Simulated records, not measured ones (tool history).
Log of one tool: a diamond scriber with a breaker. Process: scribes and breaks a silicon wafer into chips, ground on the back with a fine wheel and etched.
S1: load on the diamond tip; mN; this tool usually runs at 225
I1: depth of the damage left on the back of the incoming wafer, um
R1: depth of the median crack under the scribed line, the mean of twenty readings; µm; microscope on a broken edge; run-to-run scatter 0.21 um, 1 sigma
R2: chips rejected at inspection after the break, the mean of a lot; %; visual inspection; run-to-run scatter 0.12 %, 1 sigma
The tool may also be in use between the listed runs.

run,hour,S1,I1,R1,R2
1,0,268,0.76,11.19,1.88
2,27.7,225,0.38,9.95,2.53
3,40.6,225,0.5,9.89,2.45
4,58.4,225,0.31,9.94,2.56
5,89.7,201,0.74,9.54,4.71
6,115.1,201,0.44,9.45,4.5
7,147.6,199,0.6,9.46,5.43
8,164,278,0.57,10.59,2.03
9,195.6,278,0.57,10.79,2.05
10,211.7,278,0.33,10.57,1.84
11,227.4,225,0.35,9.46,3.43
12,254.4,225,0.38,9.12,3.44
13,279.9,276,0.69,10.56,1.99
14,299.2,276,0.73,10.13,2.29
15,313.9,225,0.44,9.34,4.48
# hour 317.5: load on the tip recalibrated
16,346.5,225,0.67,9.24,4.92
17,378.2,225,0.34,9.61,5.18
18,403.9,225,0.37,9,5.55
19,437.8,188,0.68,8.28,10.18
20,450.3,225,0.6,9.51,5.96
21,465.6,172,0.59,7.97,13.31
22,497.2,262,0.73,9.94,3.07
23,509.4,275,0.47,9.43,2.99
24,524.4,243,0.3,9.12,5
25,606.3,248,0.71,9.15,5.7
26,630.9,203,0.52,8.36,9.56
# hour 646.6: diamond tip replaced by a new one
27,652.2,276,0.76,11.9,3.49
28,664.4,177,0.69,9.7,3.49
29,683.3,259,0.35,11.56,2.23
30,715.5,264,0.66,11.38,2.47
31,732.2,205,0.36,10.09,2.61
32,817.2,186,0.42,9.64,4.07
33,836.4,225,0.53,10.39,2.16
34,850,178,0.79,9.03,5.17
35,882.4,225,0.56,10.28,2.39

Consider 5 possible next runs. They are alternatives, not a sequence: every one starts from the tool as it was left by run 35. What does each give?
A,882.9,271,0.63,?,?
B,882.9,250,0.63,?,?
C,882.9,266,0.63,?,?
D,882.9,189,0.63,?,?
E,882.9,179,0.63,?,?

run,R1,R2
A,11.33,2.24
B,10.91,2
C,11.23,2.14
D,9.63,4.54
E,9.42,5.54
With the hidden condition removed and each run's random variation left untouched, the same runs would have given:
run,R1,R2
A,11.88,3.23
B,11.44,2.39
C,11.78,2.99
D,10.1,2.97
E,9.88,3.63
